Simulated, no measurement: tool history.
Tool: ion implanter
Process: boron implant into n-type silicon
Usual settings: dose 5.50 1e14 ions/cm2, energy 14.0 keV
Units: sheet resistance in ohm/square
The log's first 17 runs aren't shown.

run   hour  dose  energy  read-back reference wafer on the same gauge, sheet resistance  sheet resistance
     224.8  -- gauge calibrated
 18  233.4  5.50    14.0                                                         167.99            199.95
 19  241.8  5.50    14.0                                                         168.08            199.67
 20  247.8  6.84    11.0                                                         167.92            169.58
 21  257.4  4.53    10.5                                                         168.18            241.74
 22  267.1  4.44    10.5                                                         167.84            246.42
 23  276.5  5.50    14.0                                                         167.93            199.91
 24  292.7  5.50    14.0                                                         168.02            200.19
 25  309.5  4.44    10.5                                                         167.91            246.53
     324.6  -- extraction supply calibrated
 26  325.1  5.50    10.0                                                         167.99            206.99
 27  356.0  6.24    13.0                                                         167.97            181.33
 28  362.8  4.15    18.0                                                         168.11            246.36
 29  406.8  6.65    14.0                                                         167.99            170.08
 30  438.9  5.50    14.0                                                         168.04            200.72
 31  447.6  6.19    16.0                                                         167.95            178.78

3 ways to go on from here, each from the tool as it stands after run 31. What would each give?
  A  448.0  5.50    14.0                                                              ?                 ?
  B  448.0  5.50    18.5                                                              ?                 ?
  C  448.0  5.01    16.0                                                              ?                 ?

run  read-back reference wafer on the same gauge, sheet resistance  sheet resistance
  A                                                         168.12            200.66
  B                                                         168.12            195.16
  C                                                         168.12            214.17
Without the tool's hidden state the same runs would have given:
run  sheet resistance
  A            199.39
  B            193.93
  C            212.84

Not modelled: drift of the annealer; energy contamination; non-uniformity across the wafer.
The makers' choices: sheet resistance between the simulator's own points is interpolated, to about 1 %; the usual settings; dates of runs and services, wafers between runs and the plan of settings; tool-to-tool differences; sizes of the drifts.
